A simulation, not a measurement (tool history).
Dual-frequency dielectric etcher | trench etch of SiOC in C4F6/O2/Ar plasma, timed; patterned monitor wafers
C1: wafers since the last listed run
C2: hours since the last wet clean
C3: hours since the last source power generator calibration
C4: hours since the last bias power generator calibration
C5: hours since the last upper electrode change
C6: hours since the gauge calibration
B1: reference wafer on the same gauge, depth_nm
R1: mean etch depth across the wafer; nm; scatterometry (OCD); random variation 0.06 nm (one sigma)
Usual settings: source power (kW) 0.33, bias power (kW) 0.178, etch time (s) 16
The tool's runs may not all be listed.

Run 1, hour 0: usual settings; C1 0; C2 494.9; C3 1096.5; C4 4691; C5 1355.9; C6 503.5; B1 27.01. Result: R1 33.12 nm.
Run 2, hour 24.8: usual settings; C1 370; C2 519.7; C3 1121.3; C4 4715.8; C5 1380.7; C6 528.3; B1 27.02. Result: R1 33.09 nm.
Run 3, hour 91.4: usual settings; C1 993; C2 586.3; C3 1187.9; C4 4782.4; C5 1447.3; C6 594.9; B1 27.04. Result: R1 33.15 nm.
At hour 150.7: wet clean of the chamber.
Run 4, hour 154.3: usual settings; C1 580; C2 3.6; C3 1250.8; C4 4845.3; C5 1510.2; C6 657.8; B1 26.99. Result: R1 32.33 nm.
Run 5, hour 196.7: usual settings but source power (kW) 0.39; C1 632; C2 46; C3 1293.2; C4 4887.7; C5 1552.6; C6 700.2; B1 26.99. Result: R1 34.41 nm.
Run 6, hour 272.5: usual settings but source power (kW) 0.39; C1 1130; C2 121.8; C3 1369; C4 4963.5; C5 1628.4; C6 776; B1 27.01. Result: R1 34.53 nm.
Run 7, hour 341.6: usual settings but bias power (kW) 0.151, etch time (s) 17; C1 1030; C2 190.9; C3 1438.1; C4 5032.6; C5 1697.5; C6 845.1; B1 26.98. Result: R1 32.42 nm.
At hour 376: bias power generator calibrated.
Run 8, hour 388.4: usual settings but bias power (kW) 0.151, etch time (s) 17; C1 638; C2 237.7; C3 1484.9; C4 12.4; C5 1744.3; C6 891.9; B1 27.01. Result: R1 32.48 nm.
Run 9, hour 417.3: usual settings but source power (kW) 0.27; C1 431; C2 266.6; C3 1513.8; C4 41.3; C5 1773.2; C6 920.8; B1 27.01. Result: R1 30.46 nm.
Run 10, hour 482.2: usual settings but source power (kW) 0.38; C1 968; C2 331.5; C3 1578.7; C4 106.2; C5 1838.1; C6 985.7; B1 26.98. Result: R1 34.63 nm.
Run 11, hour 517.9: usual settings; C1 532; C2 367.2; C3 1614.4; C4 141.9; C5 1873.8; C6 1021.4; B1 26.99. Result: R1 32.95 nm.
At hour 567.5: source power generator calibrated.
Run 12, hour 568: usual settings but source power (kW) 0.36, bias power (kW) 0.144, etch time (s) 12; C1 687; C2 417.3; C3 0.5; C4 192; C5 1923.9; C6 1071.5; B1 26.98. Result: R1 23.12 nm.
At hour 585.8: gauge calibrated.
At hour 596.8: upper electrode replaced.
Run 13, hour 605.6: usual settings; C1 202; C2 454.9; C3 38.1; C4 229.6; C5 8.8; C6 19.8; B1 26.98. Result: R1 32.62 nm.
Run 14, hour 641.3: usual settings but source power (kW) 0.29, bias power (kW) 0.134, etch time (s) 13.5; C1 532; C2 490.6; C3 73.8; C4 265.3; C5 44.5; C6 55.5; B1 27. Result: R1 23.42 nm.
Run 15, hour 709.1: usual settings but etch time (s) 12.5; C1 1011; C2 558.4; C3 141.6; C4 333.1; C5 112.3; C6 123.3; B1 27. Result: R1 25.48 nm.
At hour 741.7: wet clean of the chamber.
Run 16, hour 759.1: usual settings but source power (kW) 0.26, bias power (kW) 0.134, etch time (s) 12.5; C1 387; C2 17.4; C3 191.6; C4 383.1; C5 162.3; C6 173.3; B1 27.03. Result: R1 20.59 nm.
Run 17, hour 892.4: usual settings but source power (kW) 0.38, bias power (kW) 0.21, etch time (s) 18.5; C1 1988; C2 150.7; C3 324.9; C4 516.4; C5 295.6; C6 306.6; B1 27. Result: R1 41.74 nm.
Run 18, hour 945.9: usual settings but bias power (kW) 0.159; C1 798; C2 204.2; C3 378.4; C4 569.9; C5 349.1; C6 360.1; B1 27.01. Result: R1 30.78 nm.
Run 19, hour 1004.4: usual settings but source power (kW) 0.4, bias power (kW) 0.142, etch time (s) 18.5; C1 872; C2 262.7; C3 436.9; C4 628.4; C5 407.6; C6 418.6; B1 27.01. Result: R1 36.45 nm.

Forecast each of these 5 alternatives for the next run:
Run A, hour 1004.8: usual settings; C1 5; C2 263.1; C3 437.3; C4 628.8; C5 408; C6 419; B1 ?. Result: R1 ?.
Run B, hour 1004.8: usual settings but source power (kW) 0.35, bias power (kW) 0.209; C1 5; C2 263.1; C3 437.3; C4 628.8; C5 408; C6 419; B1 ?. Result: R1 ?.
Run C, hour 1004.8: usual settings but source power (kW) 0.4, bias power (kW) 0.136; C1 5; C2 263.1; C3 437.3; C4 628.8; C5 408; C6 419; B1 ?. Result: R1 ?.
Run D, hour 1004.8: usual settings but source power (kW) 0.28, etch time (s) 18; C1 5; C2 263.1; C3 437.3; C4 628.8; C5 408; C6 419; B1 ?. Result: R1 ?.
Run E, hour 1004.8: usual settings but source power (kW) 0.36, bias power (kW) 0.139, etch time (s) 12; C1 5; C2 263.1; C3 437.3; C4 628.8; C5 408; C6 419; B1 ?. Result: R1 ?.

run     B1     R1
  A  26.99  32.29
  B  26.99  35.15
  C  26.99  31.04
  D  26.99  34.35
  E  26.99  22.61
Without the tool's hidden state the same runs would have given:
run     R1
  A   32.1
  B  34.94
  C  30.86
  D  34.15
  E  22.48

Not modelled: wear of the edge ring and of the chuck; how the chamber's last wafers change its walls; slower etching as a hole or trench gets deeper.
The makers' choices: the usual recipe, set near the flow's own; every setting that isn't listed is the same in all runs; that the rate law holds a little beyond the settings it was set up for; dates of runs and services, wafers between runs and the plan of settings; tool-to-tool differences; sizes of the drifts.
